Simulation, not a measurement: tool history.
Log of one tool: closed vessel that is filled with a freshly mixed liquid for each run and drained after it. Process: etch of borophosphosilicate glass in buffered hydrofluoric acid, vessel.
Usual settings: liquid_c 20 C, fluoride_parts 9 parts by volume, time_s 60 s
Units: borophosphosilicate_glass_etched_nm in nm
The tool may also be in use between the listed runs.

run,hour,liquid_c,fluoride_parts,time_s,"read-back film thickness of the borophosphosilicate glass reference wafer, read on the same gauge (nm)",borophosphosilicate_glass_etched_nm
1,0,20,9,50,149.99,114.08
2,8,20,9,50,150.03,113.75
# hour 14.5: hydrofluoric acid flow meter replaced
3,15.6,20,9,60,149.99,157.24
4,28.3,20,9,60,149.99,157.96
# hour 31.6: gauge calibrated
5,36.6,23.5,9,55,149.99,173.84
6,49.7,23.5,9,55,150.01,174.86
7,64.9,20,12,60,149.98,121.2
# hour 77.3: thermometer replaced
8,80.8,18.5,10,80,150.03,188.49
9,93.8,18,7,45,150.01,144.35
10,128.5,20,9,45,150.02,122.13
11,136.9,20,9,60,149.99,162.05
12,152.9,25,10.5,45,150.02,142.91
13,165.1,20,7,75,150.02,265.92
14,182.7,17,7,40,149.97,120.33
15,189.7,20,9,60,149.97,162.01
16,199.4,24,7,45,150.02,198.49
17,214.7,17,7,60,150,178.37
18,229.4,17,9,30,149.98,68.63
19,235.5,23,6,60,150,285.5
20,245.9,20,9,60,150.01,162.26
21,259.3,20,5.5,60,149.97,260.32
22,274.6,23.5,12,95,149.97,238.33
23,285.5,17,7,60,149.99,178.69
24,297.1,20,9,60,149.99,159.01
25,304.2,17.5,9,80,150.01,186.91
26,310.7,20,9,60,150,159.88
27,320.5,20,9,50,150,133.41
28,331.3,21.5,7,40,149.97,151.34
29,338.5,20,9,60,150.02,157.8
30,349.9,20,6.5,90,150.02,336.46

Forecast each of these 5 alternatives for the next run:
A,350.6,20,7.5,60,?,?
B,350.6,20,10.5,60,?,?
C,350.6,20,9,30,?,?
D,350.6,17,6.5,75,?,?
E,350.6,20,9,85,?,?

run,"read-back film thickness of the borophosphosilicate glass reference wafer, read on the same gauge (nm)",borophosphosilicate_glass_etched_nm
A,149.99,192.86
B,149.99,141.11
C,149.99,79.86
D,149.99,236.23
E,149.99,226.28
Without the tool's hidden state the same runs would have given:
run,borophosphosilicate_glass_etched_nm
A,202.09
B,147.44
C,82.73
D,246.32
E,234.4

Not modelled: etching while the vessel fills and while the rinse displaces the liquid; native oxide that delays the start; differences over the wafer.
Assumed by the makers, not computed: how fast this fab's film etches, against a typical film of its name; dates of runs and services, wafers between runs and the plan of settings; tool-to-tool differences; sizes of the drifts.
